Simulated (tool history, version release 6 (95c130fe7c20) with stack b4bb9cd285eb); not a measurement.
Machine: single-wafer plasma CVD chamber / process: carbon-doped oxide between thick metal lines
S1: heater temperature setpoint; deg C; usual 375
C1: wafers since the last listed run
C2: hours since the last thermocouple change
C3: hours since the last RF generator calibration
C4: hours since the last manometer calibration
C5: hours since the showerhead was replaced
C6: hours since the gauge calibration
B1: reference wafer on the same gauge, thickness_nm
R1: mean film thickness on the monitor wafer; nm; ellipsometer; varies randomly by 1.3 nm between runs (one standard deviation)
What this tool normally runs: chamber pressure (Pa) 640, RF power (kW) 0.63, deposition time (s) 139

{"run": 1, "day": 0.0, "S1": 375, "chamber pressure (Pa)": 640, "RF power (kW)": 0.63, "deposition time (s)": 139, "C1": 0, "C2": 728.6, "C3": 2016.5, "C4": 1310.8, "C5": 4767.3, "C6": 528.1, "B1": 654.004, "R1": 692.035}
{"run": 2, "day": 0.842, "S1": 375, "chamber pressure (Pa)": 640, "RF power (kW)": 0.59, "deposition time (s)": 139, "C1": 269, "C2": 748.8, "C3": 2036.7, "C4": 1331, "C5": 4787.5, "C6": 548.3, "B1": 654.246, "R1": 671.915}
{"run": 3, "day": 1.838, "S1": 375, "chamber pressure (Pa)": 640, "RF power (kW)": 0.59, "deposition time (s)": 139, "C1": 318, "C2": 772.7, "C3": 2060.6, "C4": 1354.9, "C5": 4811.4, "C6": 572.2, "B1": 654.203, "R1": 672.611}
{"day": 2.446, "done": "RF generator calibrated"}
{"run": 4, "day": 2.896, "S1": 375, "chamber pressure (Pa)": 640, "RF power (kW)": 0.59, "deposition time (s)": 139, "C1": 232, "C2": 798.1, "C3": 10.8, "C4": 1380.3, "C5": 4836.8, "C6": 597.6, "B1": 653.844, "R1": 695.465}
{"run": 5, "day": 3.554, "S1": 375, "chamber pressure (Pa)": 640, "RF power (kW)": 0.63, "deposition time (s)": 139, "C1": 210, "C2": 813.9, "C3": 26.6, "C4": 1396.1, "C5": 4852.6, "C6": 613.4, "B1": 654.11, "R1": 714.669}
{"run": 6, "day": 4.258, "S1": 375, "chamber pressure (Pa)": 640, "RF power (kW)": 0.63, "deposition time (s)": 139, "C1": 225, "C2": 830.8, "C3": 43.5, "C4": 1413, "C5": 4869.5, "C6": 630.3, "B1": 653.873, "R1": 713.203}
{"run": 7, "day": 5.592, "S1": 375, "chamber pressure (Pa)": 640, "RF power (kW)": 0.63, "deposition time (s)": 139, "C1": 426, "C2": 862.8, "C3": 75.5, "C4": 1445, "C5": 4901.5, "C6": 662.3, "B1": 654.16, "R1": 714.977}
{"run": 8, "day": 6.962, "S1": 375, "chamber pressure (Pa)": 640, "RF power (kW)": 0.63, "deposition time (s)": 139, "C1": 438, "C2": 895.7, "C3": 108.4, "C4": 1477.9, "C5": 4934.4, "C6": 695.2, "B1": 654.23, "R1": 715.552}
{"run": 9, "day": 7.642, "S1": 375, "chamber pressure (Pa)": 640, "RF power (kW)": 0.63, "deposition time (s)": 139, "C1": 217, "C2": 912, "C3": 124.7, "C4": 1494.2, "C5": 4950.7, "C6": 711.5, "B1": 654.224, "R1": 712.178}
{"run": 10, "day": 8.967, "S1": 375, "chamber pressure (Pa)": 595, "RF power (kW)": 0.63, "deposition time (s)": 139, "C1": 424, "C2": 943.8, "C3": 156.5, "C4": 1526, "C5": 4982.5, "C6": 743.3, "B1": 654.367, "R1": 707.733}
{"run": 11, "day": 10.275, "S1": 375, "chamber pressure (Pa)": 596, "RF power (kW)": 0.73, "deposition time (s)": 149, "C1": 418, "C2": 975.2, "C3": 187.9, "C4": 1557.4, "C5": 5013.9, "C6": 774.7, "B1": 653.947, "R1": 806.525}
{"run": 12, "day": 11.517, "S1": 375, "chamber pressure (Pa)": 640, "RF power (kW)": 0.74, "deposition time (s)": 139, "C1": 397, "C2": 1005, "C3": 217.7, "C4": 1587.2, "C5": 5043.7, "C6": 804.5, "B1": 654.188, "R1": 762.057}
{"run": 13, "day": 12.108, "S1": 375, "chamber pressure (Pa)": 557, "RF power (kW)": 0.63, "deposition time (s)": 139, "C1": 189, "C2": 1019.2, "C3": 231.9, "C4": 1601.4, "C5": 5057.9, "C6": 818.7, "B1": 654.325, "R1": 702.197}
{"run": 14, "day": 12.729, "S1": 375, "chamber pressure (Pa)": 640, "RF power (kW)": 0.63, "deposition time (s)": 113, "C1": 198, "C2": 1034.1, "C3": 246.8, "C4": 1616.3, "C5": 5072.8, "C6": 833.6, "B1": 654.076, "R1": 578.415}
{"day": 13.262, "done": "capacitance manometer re-zeroed and calibrated"}
{"run": 15, "day": 13.283, "S1": 375, "chamber pressure (Pa)": 640, "RF power (kW)": 0.63, "deposition time (s)": 139, "C1": 70, "C2": 1047.4, "C3": 260.1, "C4": 0.5, "C5": 5086.1, "C6": 846.9, "B1": 653.998, "R1": 708.889}
{"day": 13.717, "done": "showerhead replaced"}
{"day": 14.246, "done": "thermocouple changed; heater temperature recalibrated"}
{"run": 16, "day": 14.267, "S1": 375, "chamber pressure (Pa)": 640, "RF power (kW)": 0.63, "deposition time (s)": 160, "C1": 101, "C2": 0.5, "C3": 283.7, "C4": 24.1, "C5": 13.2, "C6": 870.5, "B1": 653.674, "R1": 825.582}
{"run": 17, "day": 15.058, "S1": 375, "chamber pressure (Pa)": 640, "RF power (kW)": 0.63, "deposition time (s)": 139, "C1": 253, "C2": 19.5, "C3": 302.7, "C4": 43.1, "C5": 32.2, "C6": 889.5, "B1": 653.969, "R1": 718.01}
{"run": 18, "day": 15.771, "S1": 375, "chamber pressure (Pa)": 640, "RF power (kW)": 0.595, "deposition time (s)": 128, "C1": 228, "C2": 36.6, "C3": 319.8, "C4": 60.2, "C5": 49.3, "C6": 906.6, "B1": 653.484, "R1": 643.762}
{"day": 16.821, "done": "gauge calibrated"}
{"run": 19, "day": 16.842, "S1": 380, "chamber pressure (Pa)": 640, "RF power (kW)": 0.69, "deposition time (s)": 139, "C1": 342, "C2": 62.3, "C3": 345.5, "C4": 85.9, "C5": 75, "C6": 0.5, "B1": 653.755, "R1": 736.418}
{"run": 20, "day": 17.433, "S1": 375, "chamber pressure (Pa)": 640, "RF power (kW)": 0.63, "deposition time (s)": 139, "C1": 189, "C2": 76.5, "C3": 359.7, "C4": 100.1, "C5": 89.2, "C6": 14.7, "B1": 654.694, "R1": 717.502}
{"run": 21, "day": 18.4, "S1": 375, "chamber pressure (Pa)": 640, "RF power (kW)": 0.63, "deposition time (s)": 139, "C1": 309, "C2": 99.7, "C3": 382.9, "C4": 123.3, "C5": 112.4, "C6": 37.9, "B1": 654.06, "R1": 715.578}
{"run": 22, "day": 18.954, "S1": 375, "chamber pressure (Pa)": 640, "RF power (kW)": 0.63, "deposition time (s)": 139, "C1": 177, "C2": 113, "C3": 396.2, "C4": 136.6, "C5": 125.7, "C6": 51.2, "B1": 653.948, "R1": 717.451}
{"run": 23, "day": 19.483, "S1": 375, "chamber pressure (Pa)": 529, "RF power (kW)": 0.665, "deposition time (s)": 117, "C1": 169, "C2": 125.7, "C3": 408.9, "C4": 149.3, "C5": 138.4, "C6": 63.9, "B1": 654.032, "R1": 604.927}
{"run": 24, "day": 20.517, "S1": 385, "chamber pressure (Pa)": 640, "RF power (kW)": 0.565, "deposition time (s)": 164, "C1": 330, "C2": 150.5, "C3": 433.7, "C4": 174.1, "C5": 163.2, "C6": 88.7, "B1": 653.562, "R1": 787.183}
{"run": 25, "day": 22.0, "S1": 379, "chamber pressure (Pa)": 640, "RF power (kW)": 0.63, "deposition time (s)": 151, "C1": 474, "C2": 186.1, "C3": 469.3, "C4": 209.7, "C5": 198.8, "C6": 124.3, "B1": 653.931, "R1": 768.7}
{"run": 26, "day": 23.25, "S1": 386, "chamber pressure (Pa)": 640, "RF power (kW)": 0.63, "deposition time (s)": 146, "C1": 400, "C2": 216.1, "C3": 499.3, "C4": 239.7, "C5": 228.8, "C6": 154.3, "B1": 654.027, "R1": 734.173}

Run 27, settings as shown, results not yet in. Your forecast:
{"run": 27, "day": 24.117, "S1": 375, "chamber pressure (Pa)": 757, "RF power (kW)": 0.63, "deposition time (s)": 139, "C1": 277, "C2": 236.9, "C3": 520.1, "C4": 260.5, "C5": 249.6, "C6": 175.1, "B1": "?", "R1": "?"}

For run 27 the tool returned B1 654.041, R1 729.063 nm.
Had the tool carried no hidden state, the very same run would have given R1 736.003 nm.
